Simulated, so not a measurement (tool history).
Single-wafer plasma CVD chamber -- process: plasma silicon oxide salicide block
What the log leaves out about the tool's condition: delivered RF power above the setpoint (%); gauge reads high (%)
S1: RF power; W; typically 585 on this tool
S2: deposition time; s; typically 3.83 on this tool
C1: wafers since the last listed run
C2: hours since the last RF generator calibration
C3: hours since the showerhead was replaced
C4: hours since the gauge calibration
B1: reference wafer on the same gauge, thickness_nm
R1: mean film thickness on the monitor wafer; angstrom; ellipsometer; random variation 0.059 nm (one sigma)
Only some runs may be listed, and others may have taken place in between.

run   hour   S1    S2   C1      C2      C3     C4      B1      R1
  1    0.0  585  3.83    0  2586.1  4247.1   92.8  39.857  391.45
  2   13.3  585  3.83  281  2599.4  4260.4  106.1  39.846  391.29
  3   26.2  585  3.83  272  2612.3  4273.3  119.0  39.815  392.05
  4   33.8  585  3.83  160  2619.9  4280.9  126.6  39.826  390.89
  5   41.5  585  3.83  162  2627.6  4288.6  134.3  39.808  390.27
      62.7  -- showerhead replaced
  6   63.2  635  3.64  289  2649.3     0.5  156.0  39.795  381.75
  7   69.9  635  3.64  141  2656.0     7.2  162.7  39.788  380.64
      87.5  -- RF generator calibrated
  8   88.0  635  3.64  213     0.5    25.3  180.8  39.791  381.67
  9   88.7  535  4.14   14     1.2    26.0  181.5  39.778  410.38
      98.8  -- gauge calibrated
 10  103.3  625  3.33  308    15.8    40.6    4.5  40.074  349.36
 11  112.9  525  3.83  203    25.4    50.2   14.1  40.035  379.07
 12  128.7  620  3.62  334    41.2    66.0   29.9  39.981  378.23
 13  143.0  635  3.64  302    55.5    80.3   44.2  39.934  382.20
 14  153.7  640  3.83  226    66.2    91.0   54.9  39.920  404.16
 15  160.7  690  4.45  148    73.2    98.0   61.9  39.897  480.08
 16  176.4  585  3.58  332    88.9   113.7   77.6  39.878  365.13

Describe how what the log doesn't record of the tool's condition differs between the last listed run preceding each entry between runs and the first listed run following it.
Run 5 -> run 6: showerhead replaced (hour 62.7)
  gauge reads high (%): -0.722 -> -0.754
  what was measured, less what the result would be without the hidden state, R1: -2.84 -> -2.90 angstrom
Run 7 -> run 8: RF generator calibrated (hour 87.5)
  gauge reads high (%): -0.762 -> -0.78
  what was measured, less what the result would be without the hidden state, R1: -2.92 -> -3.00 angstrom
Run 9 -> run 10: gauge calibrated (hour 98.8)
  gauge reads high (%): -0.781 -> -0.0366
  what was measured, less what the result would be without the hidden state, R1: -3.24 -> -0.13 angstrom

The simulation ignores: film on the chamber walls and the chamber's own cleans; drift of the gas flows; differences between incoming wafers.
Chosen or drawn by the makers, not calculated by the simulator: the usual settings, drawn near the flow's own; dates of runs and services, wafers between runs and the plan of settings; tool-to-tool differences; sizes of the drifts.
